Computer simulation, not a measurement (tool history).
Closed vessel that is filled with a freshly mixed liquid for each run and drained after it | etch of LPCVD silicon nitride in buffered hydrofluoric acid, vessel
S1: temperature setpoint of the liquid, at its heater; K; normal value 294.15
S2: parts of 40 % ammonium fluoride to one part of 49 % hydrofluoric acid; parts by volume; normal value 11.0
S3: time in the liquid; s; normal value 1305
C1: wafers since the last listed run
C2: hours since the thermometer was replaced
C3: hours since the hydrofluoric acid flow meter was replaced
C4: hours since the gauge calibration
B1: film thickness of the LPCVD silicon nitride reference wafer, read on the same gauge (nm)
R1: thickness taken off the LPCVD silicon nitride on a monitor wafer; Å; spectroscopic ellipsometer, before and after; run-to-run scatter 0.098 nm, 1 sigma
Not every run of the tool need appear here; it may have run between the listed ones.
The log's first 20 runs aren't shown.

run	day	S1	S2	S3	C1	C2	C3	C4	B1	R1
21	58.767	297.65	11.0	1895	3384	1031.0	1025.3	1086.6	70.00	269.7
22	61.988	294.15	11.0	1305	4565	1108.3	1102.6	1163.9	69.99	153.6
23	66.038	294.15	13.0	945	5741	1205.5	1199.8	1261.1	70.00	95.1
24	70.125	290.15	11.0	970	5794	1303.6	1297.9	1359.2	70.00	92.7
# day 70.429: gauge calibrated
25	73.212	294.15	11.0	1305	4376	1377.7	1372.0	66.8	70.02	158.3
26	75.512	294.15	15.5	1305	3260	1432.9	1427.2	122.0	69.99	114.0
# day 78.429: thermometer replaced
# day 78.821: hydrofluoric acid flow meter replaced
27	79.408	297.15	11.0	1305	5404	23.5	14.1	215.5	69.99	166.5
28	81.079	290.15	13.5	1305	2368	63.6	54.2	255.6	70.01	91.8
29	88.108	294.15	11.0	770	9964	232.3	222.9	424.3	70.01	84.5
30	90.171	299.15	11.0	1305	2923	281.8	272.4	473.8	69.99	188.2
31	94.333	297.65	7.5	950	5900	381.7	372.3	573.7	70.00	182.8
32	96.688	294.15	13.0	870	3337	438.2	428.8	630.2	70.00	82.4
33	99.346	296.65	11.0	835	3768	502.0	492.6	694.0	69.99	107.4

Each row is a separate what-if for the run after 33, all from the same tool condition, not one after another. Results?
A	99.388	294.15	11.0	1305	59	503.0	493.6	695.0	?	?
B	99.388	290.15	11.0	1305	59	503.0	493.6	695.0	?	?
C	99.388	294.15	14.5	1305	59	503.0	493.6	695.0	?	?

run	B1	R1
A	70.00	147.6
B	70.00	117.9
C	70.00	112.6
With the hidden condition removed and each run's random variation left untouched, the same runs would have given:
run	R1
A	139.9
B	111.7
C	106.7
